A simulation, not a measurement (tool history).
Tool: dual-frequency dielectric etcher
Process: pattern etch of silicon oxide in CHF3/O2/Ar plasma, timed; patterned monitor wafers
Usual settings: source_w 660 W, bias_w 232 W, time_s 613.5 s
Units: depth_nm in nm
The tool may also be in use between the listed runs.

run   hour  source_w  bias_w  time_s  read-back reference wafer on the same gauge, depth_nm  depth_nm
  1      0       660     232   613.5                                                 1328.8    1342.5
  2    9.7       660     232   613.5                                                 1330.4    1331.4
  3   27.7       660     232   613.5                                                 1332.1    1323.1
  4     34       660     216   492.5                                                   1330    1034.2
  5   45.4       660     216   492.5                                                 1328.7    1017.3
  6   52.2       660     232   570.5                                                 1330.3    1241.4
  7   67.8       660     232   570.5                                                 1330.8      1228
      98.1  -- upper electrode replaced
  8   98.6       660     232   570.5                                                 1329.6    1220.5
  9   99.1       660     201   482.5                                                 1330.9     951.2
 10   99.6       660     232   613.5                                                 1330.5    1312.5
 11  105.7       660     232   613.5                                                 1329.2    1313.9
 12  114.1       660     232   613.5                                                 1328.3    1321.5
       123  -- bias power generator calibrated
 13  123.5       660     232   613.5                                                 1330.8    1318.4
 14    135       780     192     698                                                   1331    1461.2

The next listed run, before its measurement:
     142.8  -- source power generator calibrated
     147.6  -- gauge calibrated
 15  148.7       620     184   448.5                                                      ?         ?

Run 15 gave read-back reference wafer on the same gauge, depth_nm 1331.2, depth_nm 820.1 nm.
Without the tool's hidden state the same run would have given depth_nm 859.4 nm.
